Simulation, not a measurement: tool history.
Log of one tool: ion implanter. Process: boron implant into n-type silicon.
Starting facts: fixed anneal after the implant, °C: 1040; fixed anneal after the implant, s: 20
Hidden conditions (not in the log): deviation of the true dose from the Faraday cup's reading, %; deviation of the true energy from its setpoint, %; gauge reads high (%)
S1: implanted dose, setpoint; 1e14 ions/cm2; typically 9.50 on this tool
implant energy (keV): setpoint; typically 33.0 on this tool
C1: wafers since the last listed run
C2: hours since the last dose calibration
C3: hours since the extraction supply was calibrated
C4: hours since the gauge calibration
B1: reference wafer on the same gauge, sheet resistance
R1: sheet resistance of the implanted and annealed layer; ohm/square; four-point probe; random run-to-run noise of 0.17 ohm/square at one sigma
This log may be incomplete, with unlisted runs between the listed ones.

{"run": 1, "day": 0.0, "S1": 7.27, "implant energy (keV)": 33.0, "C1": 0, "C2": 1042.3, "C3": 4828.0, "C4": 843.9, "B1": 133.97, "R1": 138.82}
{"run": 2, "day": 1.004, "S1": 7.27, "implant energy (keV)": 33.0, "C1": 441, "C2": 1066.4, "C3": 4852.1, "C4": 868.0, "B1": 134.0, "R1": 138.48}
{"run": 3, "day": 2.3, "S1": 9.5, "implant energy (keV)": 26.0, "C1": 569, "C2": 1097.5, "C3": 4883.2, "C4": 899.1, "B1": 134.02, "R1": 112.73}
{"run": 4, "day": 3.512, "S1": 7.85, "implant energy (keV)": 29.5, "C1": 532, "C2": 1126.6, "C3": 4912.3, "C4": 928.2, "B1": 133.95, "R1": 131.63}
{"run": 5, "day": 4.912, "S1": 7.85, "implant energy (keV)": 29.5, "C1": 615, "C2": 1160.2, "C3": 4945.9, "C4": 961.8, "B1": 133.94, "R1": 131.35}
{"run": 6, "day": 5.533, "S1": 7.85, "implant energy (keV)": 29.5, "C1": 272, "C2": 1175.1, "C3": 4960.8, "C4": 976.7, "B1": 134.01, "R1": 131.49}
{"run": 7, "day": 6.408, "S1": 9.5, "implant energy (keV)": 33.0, "C1": 384, "C2": 1196.1, "C3": 4981.8, "C4": 997.7, "B1": 133.93, "R1": 111.27}
{"day": 6.704, "done": "gauge calibrated"}
{"run": 8, "day": 7.592, "S1": 10.59, "implant energy (keV)": 33.0, "C1": 519, "C2": 1224.5, "C3": 5010.2, "C4": 21.3, "B1": 133.98, "R1": 101.27}
{"run": 9, "day": 8.338, "S1": 9.5, "implant energy (keV)": 35.5, "C1": 327, "C2": 1242.4, "C3": 5028.1, "C4": 39.2, "B1": 134.07, "R1": 110.57}
{"run": 10, "day": 9.054, "S1": 9.5, "implant energy (keV)": 33.0, "C1": 314, "C2": 1259.6, "C3": 5045.3, "C4": 56.4, "B1": 134.07, "R1": 111.02}
{"run": 11, "day": 10.108, "S1": 9.5, "implant energy (keV)": 33.0, "C1": 463, "C2": 1284.9, "C3": 5070.6, "C4": 81.7, "B1": 133.99, "R1": 110.98}
{"run": 12, "day": 11.104, "S1": 9.5, "implant energy (keV)": 33.0, "C1": 437, "C2": 1308.8, "C3": 5094.5, "C4": 105.6, "B1": 133.97, "R1": 111.08}
{"run": 13, "day": 11.642, "S1": 9.5, "implant energy (keV)": 33.0, "C1": 236, "C2": 1321.7, "C3": 5107.4, "C4": 118.5, "B1": 133.98, "R1": 110.8}
{"run": 14, "day": 12.804, "S1": 9.5, "implant energy (keV)": 33.0, "C1": 510, "C2": 1349.6, "C3": 5135.3, "C4": 146.4, "B1": 134.02, "R1": 110.91}
{"run": 15, "day": 14.296, "S1": 9.5, "implant energy (keV)": 33.0, "C1": 655, "C2": 1385.4, "C3": 5171.1, "C4": 182.2, "B1": 133.98, "R1": 111.11}
{"run": 16, "day": 14.888, "S1": 8.52, "implant energy (keV)": 41.5, "C1": 259, "C2": 1399.6, "C3": 5185.3, "C4": 196.4, "B1": 133.99, "R1": 119.25}
{"run": 17, "day": 15.554, "S1": 7.13, "implant energy (keV)": 37.5, "C1": 292, "C2": 1415.6, "C3": 5201.3, "C4": 212.4, "B1": 133.95, "R1": 139.1}
{"run": 18, "day": 16.562, "S1": 10.51, "implant energy (keV)": 36.0, "C1": 443, "C2": 1439.8, "C3": 5225.5, "C4": 236.6, "B1": 133.98, "R1": 101.45}
{"run": 19, "day": 17.392, "S1": 7.63, "implant energy (keV)": 40.0, "C1": 364, "C2": 1459.7, "C3": 5245.4, "C4": 256.5, "B1": 134.0, "R1": 130.8}
{"run": 20, "day": 18.325, "S1": 11.38, "implant energy (keV)": 44.5, "C1": 410, "C2": 1482.1, "C3": 5267.8, "C4": 278.9, "B1": 134.04, "R1": 93.23}
{"run": 21, "day": 19.175, "S1": 7.06, "implant energy (keV)": 39.5, "C1": 373, "C2": 1502.5, "C3": 5288.2, "C4": 299.3, "B1": 133.97, "R1": 139.32}
{"run": 22, "day": 21.171, "S1": 8.75, "implant energy (keV)": 33.0, "C1": 876, "C2": 1550.4, "C3": 5336.1, "C4": 347.2, "B1": 133.95, "R1": 119.19}
{"day": 21.521, "done": "Faraday cup replaced and dose calibrated"}
{"run": 23, "day": 22.262, "S1": 10.88, "implant energy (keV)": 42.0, "C1": 333, "C2": 17.8, "C3": 5362.3, "C4": 373.4, "B1": 133.98, "R1": 99.29}
{"run": 24, "day": 23.238, "S1": 12.21, "implant energy (keV)": 44.5, "C1": 428, "C2": 41.2, "C3": 5385.7, "C4": 396.8, "B1": 134.03, "R1": 89.3}
{"run": 25, "day": 23.762, "S1": 9.5, "implant energy (keV)": 22.0, "C1": 230, "C2": 53.8, "C3": 5398.3, "C4": 409.4, "B1": 133.96, "R1": 116.52}
{"run": 26, "day": 25.121, "S1": 11.36, "implant energy (keV)": 24.5, "C1": 596, "C2": 86.4, "C3": 5430.9, "C4": 442.0, "B1": 133.99, "R1": 99.31}
{"day": 25.517, "done": "extraction supply calibrated"}
{"run": 27, "day": 26.612, "S1": 9.5, "implant energy (keV)": 33.0, "C1": 508, "C2": 122.2, "C3": 26.3, "C4": 477.8, "B1": 134.0, "R1": 112.46}
{"run": 28, "day": 28.042, "S1": 10.33, "implant energy (keV)": 33.0, "C1": 627, "C2": 156.5, "C3": 60.6, "C4": 512.1, "B1": 133.99, "R1": 104.86}
{"run": 29, "day": 29.533, "S1": 11.83, "implant energy (keV)": 42.5, "C1": 655, "C2": 192.3, "C3": 96.4, "C4": 547.9, "B1": 134.01, "R1": 91.68}
{"run": 30, "day": 30.167, "S1": 9.5, "implant energy (keV)": 33.0, "C1": 278, "C2": 207.5, "C3": 111.6, "C4": 563.1, "B1": 134.0, "R1": 112.41}
{"run": 31, "day": 30.942, "S1": 6.73, "implant energy (keV)": 27.5, "C1": 340, "C2": 226.1, "C3": 130.2, "C4": 581.7, "B1": 134.0, "R1": 152.54}
{"run": 32, "day": 32.167, "S1": 9.5, "implant energy (keV)": 44.0, "C1": 538, "C2": 255.5, "C3": 159.6, "C4": 611.1, "B1": 133.97, "R1": 109.74}
{"run": 33, "day": 33.242, "S1": 10.33, "implant energy (keV)": 33.0, "C1": 472, "C2": 281.3, "C3": 185.4, "C4": 636.9, "B1": 134.02, "R1": 104.7}
{"run": 34, "day": 34.121, "S1": 7.97, "implant energy (keV)": 33.0, "C1": 386, "C2": 302.4, "C3": 206.5, "C4": 658.0, "B1": 134.01, "R1": 129.89}
{"run": 35, "day": 35.292, "S1": 6.68, "implant energy (keV)": 42.5, "C1": 514, "C2": 330.5, "C3": 234.6, "C4": 686.1, "B1": 134.01, "R1": 145.78}
{"run": 36, "day": 36.042, "S1": 7.35, "implant energy (keV)": 38.0, "C1": 329, "C2": 348.5, "C3": 252.6, "C4": 704.1, "B1": 134.06, "R1": 136.59}
{"run": 37, "day": 36.671, "S1": 9.5, "implant energy (keV)": 33.0, "C1": 276, "C2": 363.6, "C3": 267.7, "C4": 719.2, "B1": 133.93, "R1": 111.96}

What differs in the tool's unlogged condition from the final listed run ahead of each entry between runs to the first listed run following it?
After run 7, before run 8: gauge calibrated (day 6.704)
  deviation of the true dose from the Faraday cup's reading, %: 2.13 -> 2.15
  measured result minus the result with no hidden state, R1: -1.99 -> -1.83 ohm/square
After run 22, before run 23: Faraday cup replaced and dose calibrated (day 21.521)
  deviation of the true dose from the Faraday cup's reading, %: 2.23 -> -0.112
  measured result minus the result with no hidden state, R1: -2.21 -> +0.09 ohm/square
After run 26, before run 27: extraction supply calibrated (day 25.517)
  deviation of the true dose from the Faraday cup's reading, %: 0.208 -> 0.357
  measured result minus the result with no hidden state, R1: -0.18 -> -0.33 ohm/square
